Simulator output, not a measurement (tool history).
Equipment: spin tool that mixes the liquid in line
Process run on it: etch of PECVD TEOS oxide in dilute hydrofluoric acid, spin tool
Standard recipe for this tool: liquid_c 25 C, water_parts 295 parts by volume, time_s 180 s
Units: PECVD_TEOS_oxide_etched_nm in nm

run	hour	liquid_c	water_parts	time_s	wafers since the last listed run	hours since the thermometer was replaced	hours since the hydrofluoric acid flow meter was replaced	hours since the gauge calibration	read-back film thickness of the PECVD TEOS oxide reference wafer, read on the same gauge (nm)	PECVD_TEOS_oxide_etched_nm
1	0	25	295	230	0	489.4	601.8	152.5	89.987	5.055
2	30.7	25	295	180	325	520.1	632.5	183.2	89.978	3.881
3	65.3	28	295	180	366	554.7	667.1	217.8	89.988	4.415
4	100.9	28	295	180	377	590.3	702.7	253.4	90.003	4.308
5	118.1	22	180	180	182	607.5	719.9	270.6	90.001	6.563
6	140	22	180	180	232	629.4	741.8	292.5	89.979	6.442
7	161.6	25	295	180	228	651	763.4	314.1	90.026	3.849
8	187.8	25	295	180	277	677.2	789.6	340.3	90.009	3.903
9	211.8	25	295	180	254	701.2	813.6	364.3	90.008	3.818
# hour 247.3: thermometer replaced
# hour 273.7: hydrofluoric acid flow meter replaced
10	291.5	25	295	180	823	44.2	17.8	444	90.008	4.317
11	314	21.5	295	130	238	66.7	40.3	466.5	90.021	2.744
12	404.6	25	295	75	960	157.3	130.9	557.1	89.999	1.76
13	432.8	21	295	180	298	185.5	159.1	585.3	90.011	3.648
14	460.8	25	295	75	296	213.5	187.1	613.3	90.016	1.755
# hour 469: gauge calibrated
15	491.2	29.5	390	115	322	243.9	217.5	22.2	90.027	2.126
16	506	22	430	275	156	258.7	232.3	37	90.002	3.533
17	540.3	25	360	120	363	293	266.6	71.3	90.02	2.106
18	564.5	25	200	120	256	317.2	290.8	95.5	89.998	4.52
19	589.3	22	200	110	262	342	315.6	120.3	89.992	3.728

Alternative continuations, all from the tool just after run 19; predict every row:
A	589.8	25	205	180	5	342.5	316.1	120.8	?	?
B	589.8	25	295	270	5	342.5	316.1	120.8	?	?
C	589.8	28.5	295	240	5	342.5	316.1	120.8	?	?

run	read-back film thickness of the PECVD TEOS oxide reference wafer, read on the same gauge (nm)	PECVD_TEOS_oxide_etched_nm
A	90.005	6.535
B	90.005	6.188
C	90.005	6.184
Without the tool's unlogged condition, the same runs would have read:
run	PECVD_TEOS_oxide_etched_nm
A	6.783
B	6.436
C	6.436
